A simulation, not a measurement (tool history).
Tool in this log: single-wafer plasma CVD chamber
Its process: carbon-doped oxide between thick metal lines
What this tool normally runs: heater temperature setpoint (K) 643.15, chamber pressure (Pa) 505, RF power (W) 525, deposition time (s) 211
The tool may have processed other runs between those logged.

run	hour	heater temperature setpoint (K)	chamber pressure (Pa)	RF power (W)	deposition time (s)	wafers since the last listed run	hours since the last thermocouple change	hours since the last RF generator calibration	hours since the last manometer calibration	hours since the showerhead was replaced	hours since the gauge calibration	read-back reference wafer on the same gauge, thickness_nm	mean film thickness on the monitor wafer (angstrom)
1	0	643.15	535	525	211	0	2113.5	661.5	1634.3	7183.2	371.1	1091.385	10294.6
2	33	643.15	535	525	211	177	2146.5	694.5	1667.3	7216.2	404.1	1090.43	10278.61
3	58.8	643.15	535	525	211	138	2172.3	720.3	1693.1	7242	429.9	1089.661	10229.15
4	100.4	643.15	505	585	211	224	2213.9	761.9	1734.7	7283.6	471.5	1089.53	10866.19
5	141.3	643.15	505	585	211	220	2254.8	802.8	1775.6	7324.5	512.4	1090.741	10768.1
6	169.7	643.15	505	525	211	152	2283.2	831.2	1804	7352.9	540.8	1089.131	10038.79
7	216.1	643.15	505	525	211	249	2329.6	877.6	1850.4	7399.3	587.2	1090.522	10033.74
# hour 237.5: thermocouple changed; heater temperature recalibrated
8	249.7	648.15	505	525	179	137	12.2	911.2	1884	7432.9	620.8	1088.967	8409.98
# hour 258: capacitance manometer re-zeroed and calibrated
# hour 277.1: gauge calibrated
# hour 279.1: RF generator calibrated
9	312.7	643.15	505	525	211	253	75.2	33.6	54.7	7495.9	35.6	1090.605	10441.55
10	341.3	643.15	505	525	211	154	103.8	62.2	83.3	7524.5	64.2	1090.078	10438.67
# hour 367.1: showerhead replaced
11	393.9	629.15	505	430	236	240	156.4	114.8	135.9	26.8	116.8	1090.147	10371.8
12	426.4	643.15	415	525	211	175	188.9	147.3	168.4	59.3	149.3	1090.198	10255.6
13	467.3	634.15	452	495	183	220	229.8	188.2	209.3	100.2	190.2	1091.722	8766.67
14	520.3	643.15	388	475	211	285	282.8	241.2	262.3	153.2	243.2	1090.91	9498.19
15	579	651.15	545	525	211	316	341.5	299.9	321	211.9	301.9	1088.36	10360.09
16	611	643.15	627	525	225	172	373.5	331.9	353	243.9	333.9	1089.942	11293.21

Alternative continuations, all from the tool just after run 16; predict every row:
A	611.5	643.15	505	525	180	2	374	332.4	353.5	244.4	334.4	?	?
B	611.5	648.15	596	525	211	2	374	332.4	353.5	244.4	334.4	?	?
C	611.5	635.15	624	525	211	2	374	332.4	353.5	244.4	334.4	?	?

run	read-back reference wafer on the same gauge, thickness_nm	mean film thickness on the monitor wafer (angstrom)
A	1091.031	8901.27
B	1091.031	10518.96
C	1091.031	10831.39
With the hidden condition removed and each run's random variation left untouched, the same runs would have given:
run	mean film thickness on the monitor wafer (angstrom)
A	8984.98
B	10617.89
C	10933.26

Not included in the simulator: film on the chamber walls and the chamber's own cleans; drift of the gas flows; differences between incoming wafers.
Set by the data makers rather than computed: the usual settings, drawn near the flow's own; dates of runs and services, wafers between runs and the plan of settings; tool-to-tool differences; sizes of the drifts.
